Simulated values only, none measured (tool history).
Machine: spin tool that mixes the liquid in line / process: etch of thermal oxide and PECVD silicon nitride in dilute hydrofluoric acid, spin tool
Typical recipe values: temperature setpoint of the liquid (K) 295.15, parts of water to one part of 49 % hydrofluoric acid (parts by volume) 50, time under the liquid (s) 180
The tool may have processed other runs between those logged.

| run | day | temperature setpoint of the liquid (K) | parts of water to one part of 49 % hydrofluoric acid (parts by volume) | time under the liquid (s) | wafers since the last listed run | hours since the thermometer was replaced | hours since the hydrofluoric acid flow meter was replaced | hours since the gauge calibration | read-back film thickness of the thermal oxide reference wafer, read on the same gauge (nm) | read-back film thickness of the PECVD silicon nitride reference wafer, read on the same gauge (nm) | thickness taken off the thermal oxide on a monitor wafer (Å) | thickness taken off the PECVD silicon nitride on a monitor wafer (Å) |
|---|---|---|---|---|---|---|---|---|---|---|---|---|
| 1 | 0 | 298.65 | 40 | 180 | 0 | 360.1 | 1879.3 | 2307.7 | 71.71 | 102.46 | 264.6 | 291.2 |
|  | 2.708 | hydrofluoric acid flow meter replaced |
| 2 | 12.171 | 292.15 | 30 | 180 | 1800 | 652.2 | 227.1 | 2599.8 | 71.97 | 102.79 | 271.5 | 245.6 |
| 3 | 15.025 | 295.15 | 75 | 180 | 423 | 720.7 | 295.6 | 2668.3 | 72.03 | 102.91 | 117.2 | 125.4 |
| 4 | 16.788 | 295.15 | 50 | 180 | 261 | 763 | 337.9 | 2710.6 | 72.07 | 102.98 | 181.1 | 185.3 |
|  | 18.233 | thermometer replaced |
| 5 | 18.488 | 295.15 | 65 | 225 | 246 | 6.1 | 378.7 | 2751.4 | 72.08 | 103 | 169.8 | 177.8 |
| 6 | 21.371 | 291.65 | 50 | 180 | 428 | 75.3 | 447.9 | 2820.6 | 72.16 | 103.09 | 156.2 | 146.4 |
| 7 | 23.096 | 298.15 | 50 | 75 | 256 | 116.7 | 489.3 | 2862 | 72.23 | 103.19 | 84.7 | 94.5 |
| 8 | 25.583 | 295.15 | 50 | 180 | 369 | 176.4 | 549 | 2921.7 | 72.23 | 103.15 | 180.1 | 185.1 |
| 9 | 29.792 | 295.15 | 30 | 180 | 624 | 277.4 | 650 | 3022.7 | 72.33 | 103.31 | 310.2 | 308.6 |
|  | 30.362 | gauge calibrated |
| 10 | 33.708 | 290.15 | 50 | 280 | 581 | 371.4 | 744 | 80.3 | 70.06 | 100.1 | 219.4 | 198.1 |
| 11 | 36.612 | 293.65 | 35 | 100 | 431 | 441.1 | 813.7 | 150 | 70.12 | 100.17 | 133.5 | 128.3 |
| 12 | 38.504 | 290.15 | 50 | 180 | 280 | 486.5 | 859.1 | 195.4 | 70.17 | 100.2 | 142.1 | 127.2 |
| 13 | 42.875 | 293.65 | 30 | 180 | 648 | 591.4 | 964 | 300.3 | 70.22 | 100.37 | 282.1 | 266.4 |
| 14 | 47.342 | 295.15 | 50 | 180 | 663 | 698.6 | 1071.2 | 407.5 | 70.39 | 100.52 | 176.5 | 180.7 |
|  | 49.454 | thermometer replaced |
| 15 | 49.475 | 298.15 | 50 | 285 | 310 | 0.5 | 1122.4 | 458.7 | 70.35 | 100.56 | 315.5 | 351.1 |
| 16 | 53.117 | 295.15 | 50 | 180 | 540 | 87.9 | 1209.8 | 546.1 | 70.49 | 100.64 | 178 | 181.3 |
| 17 | 54.683 | 297.65 | 50 | 140 | 232 | 125.5 | 1247.4 | 583.7 | 70.5 | 100.75 | 152.7 | 167 |
| 18 | 56.596 | 297.65 | 30 | 180 | 283 | 171.4 | 1293.3 | 629.6 | 70.52 | 100.79 | 334.3 | 352.3 |
| 19 | 58.538 | 290.65 | 30 | 135 | 288 | 218 | 1339.9 | 676.2 | 70.57 | 100.83 | 187.9 | 163 |
| 20 | 62.046 | 295.15 | 35 | 275 | 520 | 302.2 | 1424.1 | 760.4 | 70.68 | 100.95 | 393.6 | 395.7 |
| 21 | 65.538 | 300.15 | 35 | 180 | 518 | 386 | 1507.9 | 844.2 | 70.74 | 101.03 | 317.1 | 363.3 |
| 22 | 68.542 | 299.15 | 70 | 120 | 446 | 458.1 | 1580 | 916.3 | 70.78 | 101.13 | 96.5 | 114.1 |
| 23 | 72.512 | 295.15 | 50 | 210 | 589 | 553.4 | 1675.3 | 1011.6 | 70.88 | 101.23 | 207.4 | 214.9 |
| 24 | 74.471 | 291.65 | 60 | 235 | 290 | 600.4 | 1722.3 | 1058.6 | 70.92 | 101.31 | 164 | 156.2 |
| 25 | 76.75 | 295.15 | 50 | 180 | 338 | 655.1 | 1777 | 1113.3 | 70.94 | 101.34 | 178.5 | 182.3 |

What if the next run were any one of these 5? Each begins from the tool's condition after run 25:
| A | 76.771 | 295.15 | 50 | 180 | 3 | 655.6 | 1777.5 | 1113.8 | ? | ? | ? | ? |
| B | 76.771 | 295.15 | 45 | 180 | 3 | 655.6 | 1777.5 | 1113.8 | ? | ? | ? | ? |
| C | 76.771 | 290.15 | 75 | 230 | 3 | 655.6 | 1777.5 | 1113.8 | ? | ? | ? | ? |
| D | 76.771 | 293.65 | 75 | 130 | 3 | 655.6 | 1777.5 | 1113.8 | ? | ? | ? | ? |
| E | 76.771 | 297.65 | 50 | 180 | 3 | 655.6 | 1777.5 | 1113.8 | ? | ? | ? | ? |

| run | read-back film thickness of the thermal oxide reference wafer, read on the same gauge (nm) | read-back film thickness of the PECVD silicon nitride reference wafer, read on the same gauge (nm) | thickness taken off the thermal oxide on a monitor wafer (Å) | thickness taken off the PECVD silicon nitride on a monitor wafer (Å) |
|---|---|---|---|---|
| A | 70.97 | 101.36 | 177.1 | 184.1 |
| B | 70.97 | 101.36 | 198 | 204 |
| C | 70.97 | 101.36 | 118.6 | 112 |
| D | 70.97 | 101.36 | 77.7 | 80.7 |
| E | 70.97 | 101.36 | 196.4 | 218.1 |
Without the tool's unlogged condition, the same runs would have read:
| run | thickness taken off the thermal oxide on a monitor wafer (Å) | thickness taken off the PECVD silicon nitride on a monitor wafer (Å) |
|---|---|---|
| A | 174.7 | 181.6 |
| B | 195.4 | 201.2 |
| C | 117 | 110.5 |
| D | 76.6 | 79.7 |
| E | 193.8 | 215.1 |
